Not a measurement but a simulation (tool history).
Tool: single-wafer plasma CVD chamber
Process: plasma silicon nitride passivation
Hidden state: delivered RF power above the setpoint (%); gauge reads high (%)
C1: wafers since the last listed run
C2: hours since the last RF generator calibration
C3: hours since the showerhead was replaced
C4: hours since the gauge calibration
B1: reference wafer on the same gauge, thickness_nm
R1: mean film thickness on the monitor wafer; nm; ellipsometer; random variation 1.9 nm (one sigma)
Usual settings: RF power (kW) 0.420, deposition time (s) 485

{"run": 1, "hour": 0.0, "RF power (kW)": 0.39, "deposition time (s)": 485, "C1": 0, "C2": 1236.8, "C3": 6364.7, "C4": 1419.2, "B1": 791.096, "R1": 714.053}
{"run": 2, "hour": 39.2, "RF power (kW)": 0.39, "deposition time (s)": 485, "C1": 130, "C2": 1276.0, "C3": 6403.9, "C4": 1458.4, "B1": 790.988, "R1": 713.243}
{"run": 3, "hour": 65.8, "RF power (kW)": 0.39, "deposition time (s)": 485, "C1": 88, "C2": 1302.6, "C3": 6430.5, "C4": 1485.0, "B1": 790.811, "R1": 717.735}
{"run": 4, "hour": 112.4, "RF power (kW)": 0.42, "deposition time (s)": 485, "C1": 155, "C2": 1349.2, "C3": 6477.1, "C4": 1531.6, "B1": 790.763, "R1": 724.159}
{"run": 5, "hour": 153.4, "RF power (kW)": 0.42, "deposition time (s)": 485, "C1": 136, "C2": 1390.2, "C3": 6518.1, "C4": 1572.6, "B1": 790.826, "R1": 723.151}
{"run": 6, "hour": 225.1, "RF power (kW)": 0.42, "deposition time (s)": 485, "C1": 238, "C2": 1461.9, "C3": 6589.8, "C4": 1644.3, "B1": 791.037, "R1": 720.53}
{"run": 7, "hour": 253.2, "RF power (kW)": 0.37, "deposition time (s)": 431, "C1": 93, "C2": 1490.0, "C3": 6617.9, "C4": 1672.4, "B1": 791.042, "R1": 627.915}
{"run": 8, "hour": 312.9, "RF power (kW)": 0.42, "deposition time (s)": 485, "C1": 198, "C2": 1549.7, "C3": 6677.6, "C4": 1732.1, "B1": 790.715, "R1": 726.989}
{"run": 9, "hour": 348.9, "RF power (kW)": 0.42, "deposition time (s)": 485, "C1": 119, "C2": 1585.7, "C3": 6713.6, "C4": 1768.1, "B1": 791.264, "R1": 725.833}
{"run": 10, "hour": 395.5, "RF power (kW)": 0.42, "deposition time (s)": 485, "C1": 155, "C2": 1632.3, "C3": 6760.2, "C4": 1814.7, "B1": 790.667, "R1": 724.644}
{"run": 11, "hour": 451.5, "RF power (kW)": 0.37, "deposition time (s)": 541, "C1": 186, "C2": 1688.3, "C3": 6816.2, "C4": 1870.7, "B1": 791.073, "R1": 790.277}
{"run": 12, "hour": 486.1, "RF power (kW)": 0.37, "deposition time (s)": 541, "C1": 115, "C2": 1722.9, "C3": 6850.8, "C4": 1905.3, "B1": 790.633, "R1": 790.155}
{"run": 13, "hour": 552.5, "RF power (kW)": 0.37, "deposition time (s)": 541, "C1": 221, "C2": 1789.3, "C3": 6917.2, "C4": 1971.7, "B1": 791.438, "R1": 785.268}
{"run": 14, "hour": 586.8, "RF power (kW)": 0.42, "deposition time (s)": 555, "C1": 114, "C2": 1823.6, "C3": 6951.5, "C4": 2006.0, "B1": 791.157, "R1": 827.979}
{"run": 15, "hour": 641.3, "RF power (kW)": 0.42, "deposition time (s)": 555, "C1": 181, "C2": 1878.1, "C3": 7006.0, "C4": 2060.5, "B1": 791.069, "R1": 827.13}
{"run": 16, "hour": 690.2, "RF power (kW)": 0.42, "deposition time (s)": 555, "C1": 162, "C2": 1927.0, "C3": 7054.9, "C4": 2109.4, "B1": 790.721, "R1": 826.984}
{"run": 17, "hour": 759.5, "RF power (kW)": 0.42, "deposition time (s)": 485, "C1": 230, "C2": 1996.3, "C3": 7124.2, "C4": 2178.7, "B1": 791.279, "R1": 722.394}
{"run": 18, "hour": 803.4, "RF power (kW)": 0.42, "deposition time (s)": 485, "C1": 146, "C2": 2040.2, "C3": 7168.1, "C4": 2222.6, "B1": 791.247, "R1": 722.889}
{"run": 19, "hour": 835.8, "RF power (kW)": 0.42, "deposition time (s)": 527, "C1": 107, "C2": 2072.6, "C3": 7200.5, "C4": 2255.0, "B1": 791.211, "R1": 786.155}
{"run": 20, "hour": 881.1, "RF power (kW)": 0.42, "deposition time (s)": 485, "C1": 150, "C2": 2117.9, "C3": 7245.8, "C4": 2300.3, "B1": 790.974, "R1": 723.48}
{"run": 21, "hour": 911.0, "RF power (kW)": 0.44, "deposition time (s)": 485, "C1": 99, "C2": 2147.8, "C3": 7275.7, "C4": 2330.2, "B1": 791.279, "R1": 729.208}
{"hour": 916.7, "done": "gauge calibrated"}
{"run": 22, "hour": 975.8, "RF power (kW)": 0.445, "deposition time (s)": 546, "C1": 215, "C2": 2212.6, "C3": 7340.5, "C4": 59.1, "B1": 791.217, "R1": 825.064}
{"hour": 1005.4, "done": "showerhead replaced"}
{"hour": 1031.9, "done": "RF generator calibrated"}
{"run": 23, "hour": 1035.3, "RF power (kW)": 0.355, "deposition time (s)": 449, "C1": 144, "C2": 3.4, "C3": 29.9, "C4": 118.6, "B1": 791.084, "R1": 651.636}
{"run": 24, "hour": 1089.2, "RF power (kW)": 0.42, "deposition time (s)": 400, "C1": 179, "C2": 57.3, "C3": 83.8, "C4": 172.5, "B1": 790.748, "R1": 600.491}
{"run": 25, "hour": 1152.9, "RF power (kW)": 0.42, "deposition time (s)": 485, "C1": 212, "C2": 121.0, "C3": 147.5, "C4": 236.2, "B1": 791.193, "R1": 727.16}
{"run": 26, "hour": 1222.8, "RF power (kW)": 0.5, "deposition time (s)": 414, "C1": 232, "C2": 190.9, "C3": 217.4, "C4": 306.1, "B1": 790.933, "R1": 647.909}
{"run": 27, "hour": 1266.6, "RF power (kW)": 0.485, "deposition time (s)": 485, "C1": 145, "C2": 234.7, "C3": 261.2, "C4": 349.9, "B1": 791.118, "R1": 752.431}
{"run": 28, "hour": 1293.9, "RF power (kW)": 0.42, "deposition time (s)": 485, "C1": 90, "C2": 262.0, "C3": 288.5, "C4": 377.2, "B1": 791.399, "R1": 729.932}
{"run": 29, "hour": 1404.5, "RF power (kW)": 0.42, "deposition time (s)": 485, "C1": 368, "C2": 372.6, "C3": 399.1, "C4": 487.8, "B1": 791.264, "R1": 729.295}
{"run": 30, "hour": 1468.8, "RF power (kW)": 0.34, "deposition time (s)": 485, "C1": 214, "C2": 436.9, "C3": 463.4, "C4": 552.1, "B1": 790.605, "R1": 700.628}
{"run": 31, "hour": 1494.1, "RF power (kW)": 0.42, "deposition time (s)": 485, "C1": 84, "C2": 462.2, "C3": 488.7, "C4": 577.4, "B1": 791.079, "R1": 729.645}
{"run": 32, "hour": 1556.3, "RF power (kW)": 0.42, "deposition time (s)": 403, "C1": 207, "C2": 524.4, "C3": 550.9, "C4": 639.6, "B1": 791.269, "R1": 606.007}
{"run": 33, "hour": 1606.5, "RF power (kW)": 0.42, "deposition time (s)": 485, "C1": 167, "C2": 574.6, "C3": 601.1, "C4": 689.8, "B1": 790.834, "R1": 726.654}
{"run": 34, "hour": 1632.2, "RF power (kW)": 0.42, "deposition time (s)": 458, "C1": 85, "C2": 600.3, "C3": 626.8, "C4": 715.5, "B1": 791.078, "R1": 686.605}
{"run": 35, "hour": 1659.7, "RF power (kW)": 0.495, "deposition time (s)": 555, "C1": 91, "C2": 627.8, "C3": 654.3, "C4": 743.0, "B1": 791.075, "R1": 863.72}
{"run": 36, "hour": 1709.2, "RF power (kW)": 0.495, "deposition time (s)": 432, "C1": 164, "C2": 677.3, "C3": 703.8, "C4": 792.5, "B1": 790.888, "R1": 671.131}
{"run": 37, "hour": 1737.0, "RF power (kW)": 0.345, "deposition time (s)": 582, "C1": 92, "C2": 705.1, "C3": 731.6, "C4": 820.3, "B1": 791.349, "R1": 835.685}
{"run": 38, "hour": 1775.5, "RF power (kW)": 0.42, "deposition time (s)": 547, "C1": 128, "C2": 743.6, "C3": 770.1, "C4": 858.8, "B1": 791.404, "R1": 820.899}
{"run": 39, "hour": 1818.5, "RF power (kW)": 0.42, "deposition time (s)": 485, "C1": 143, "C2": 786.6, "C3": 813.1, "C4": 901.8, "B1": 791.258, "R1": 727.411}
{"run": 40, "hour": 1864.5, "RF power (kW)": 0.37, "deposition time (s)": 575, "C1": 153, "C2": 832.6, "C3": 859.1, "C4": 947.8, "B1": 791.404, "R1": 839.044}
{"run": 41, "hour": 2076.7, "RF power (kW)": 0.345, "deposition time (s)": 416, "C1": 707, "C2": 1044.8, "C3": 1071.3, "C4": 1160.0, "B1": 790.942, "R1": 597.629}
{"run": 42, "hour": 2141.4, "RF power (kW)": 0.37, "deposition time (s)": 456, "C1": 215, "C2": 1109.5, "C3": 1136.0, "C4": 1224.7, "B1": 790.878, "R1": 666.584}

Forecast each of these 3 alternatives for the next run:
{"run": "A", "hour": 2141.9, "RF power (kW)": 0.42, "deposition time (s)": 485, "C1": 1, "C2": 1110.0, "C3": 1136.5, "C4": 1225.2, "B1": "?", "R1": "?"}
{"run": "B", "hour": 2141.9, "RF power (kW)": 0.35, "deposition time (s)": 575, "C1": 1, "C2": 1110.0, "C3": 1136.5, "C4": 1225.2, "B1": "?", "R1": "?"}
{"run": "C", "hour": 2141.9, "RF power (kW)": 0.42, "deposition time (s)": 534, "C1": 1, "C2": 1110.0, "C3": 1136.5, "C4": 1225.2, "B1": "?", "R1": "?"}

run=A B1=791.574 R1=727.150
run=B B1=791.574 R1=829.346
run=C B1=791.574 R1=800.615
Without the tool's hidden state the same runs would have given:
run=A R1=732.256
run=B R1=835.169
run=C R1=806.236
